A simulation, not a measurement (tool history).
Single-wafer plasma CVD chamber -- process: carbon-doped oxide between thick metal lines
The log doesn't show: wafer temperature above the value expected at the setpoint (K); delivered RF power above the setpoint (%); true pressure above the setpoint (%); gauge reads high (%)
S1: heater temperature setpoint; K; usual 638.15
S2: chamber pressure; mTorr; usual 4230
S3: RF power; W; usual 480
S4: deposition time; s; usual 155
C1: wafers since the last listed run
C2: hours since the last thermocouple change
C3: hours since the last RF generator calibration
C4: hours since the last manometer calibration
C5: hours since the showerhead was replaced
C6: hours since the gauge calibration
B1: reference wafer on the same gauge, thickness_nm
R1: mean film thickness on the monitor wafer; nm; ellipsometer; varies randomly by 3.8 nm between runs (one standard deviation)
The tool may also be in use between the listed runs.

| run | day | S1 | S2 | S3 | S4 | C1 | C2 | C3 | C4 | C5 | C6 | B1 | R1 |
|---|---|---|---|---|---|---|---|---|---|---|---|---|---|
| 1 | 0 | 638.15 | 5000 | 480 | 155 | 0 | 2165.2 | 1095.4 | 2097.6 | 4494.1 | 635.9 | 789.246 | 723.571 |
| 2 | 0.562 | 638.15 | 4230 | 480 | 155 | 90 | 2178.7 | 1108.9 | 2111.1 | 4507.6 | 649.4 | 790.108 | 707.506 |
| 3 | 1.129 | 638.15 | 4230 | 480 | 155 | 91 | 2192.3 | 1122.5 | 2124.7 | 4521.2 | 663 | 791.861 | 700.155 |
| 4 | 1.388 | 638.15 | 4900 | 480 | 155 | 41 | 2198.5 | 1128.7 | 2130.9 | 4527.4 | 669.2 | 789.099 | 718.357 |
|  | 1.617 | gauge calibrated |
| 5 | 1.896 | 638.15 | 4900 | 480 | 155 | 82 | 2210.7 | 1140.9 | 2143.1 | 4539.6 | 6.7 | 789.57 | 717.609 |
| 6 | 2.271 | 638.15 | 4230 | 480 | 155 | 60 | 2219.7 | 1149.9 | 2152.1 | 4548.6 | 15.7 | 788.276 | 709.439 |
| 7 | 3.754 | 638.15 | 3880 | 480 | 181 | 239 | 2255.3 | 1185.5 | 2187.7 | 4584.2 | 51.3 | 790.632 | 810.567 |
| 8 | 4.225 | 638.15 | 4230 | 530 | 155 | 76 | 2266.6 | 1196.8 | 2199 | 4595.5 | 62.6 | 789.211 | 758.424 |
| 9 | 4.533 | 638.15 | 4230 | 480 | 155 | 49 | 2274 | 1204.2 | 2206.4 | 4602.9 | 70 | 789.983 | 701.779 |
| 10 | 4.967 | 638.15 | 4230 | 565 | 171 | 70 | 2284.4 | 1214.6 | 2216.8 | 4613.3 | 80.4 | 791.175 | 870.301 |
| 11 | 5.267 | 638.15 | 4230 | 565 | 171 | 48 | 2291.6 | 1221.8 | 2224 | 4620.5 | 87.6 | 792.039 | 882.147 |
|  | 5.767 | RF generator calibrated |
| 12 | 5.925 | 638.15 | 4230 | 480 | 155 | 52 | 2307.4 | 3.8 | 2239.8 | 4636.3 | 103.4 | 788.612 | 730.69 |
| 13 | 6.479 | 638.15 | 4230 | 480 | 155 | 89 | 2320.7 | 17.1 | 2253.1 | 4649.6 | 116.7 | 789.077 | 728.102 |
| 14 | 6.938 | 630.15 | 3520 | 435 | 133 | 74 | 2331.7 | 28.1 | 2264.1 | 4660.6 | 127.7 | 791.529 | 567.531 |
| 15 | 7.421 | 638.15 | 4230 | 480 | 155 | 78 | 2343.3 | 39.7 | 2275.7 | 4672.2 | 139.3 | 792.294 | 729.699 |
| 16 | 7.762 | 648.15 | 3950 | 550 | 146 | 55 | 2351.5 | 47.9 | 2283.9 | 4680.4 | 147.5 | 788.923 | 748.409 |
|  | 8.225 | showerhead replaced, of another model than before |
|  | 8.412 | capacitance manometer re-zeroed and calibrated |
|  | 8.742 | thermocouple changed; heater temperature recalibrated |
| 17 | 8.762 | 631.15 | 4230 | 480 | 139 | 24 | 0.5 | 71.9 | 8.4 | 12.9 | 171.5 | 790.643 | 668.476 |
| 18 | 9.079 | 638.15 | 4230 | 480 | 155 | 51 | 8.1 | 79.5 | 16 | 20.5 | 179.1 | 790.558 | 735.174 |

What does the tool deliver on the next run?
| 19 | 9.767 | 638.15 | 3680 | 480 | 155 | 111 | 24.6 | 96 | 32.5 | 37 | 195.6 | ? | ? |

B1: 792.129
R1: 719.086 nm
If the tool had no hidden condition, the same run with the same run-to-run variation would have returned R1 729.082 nm.
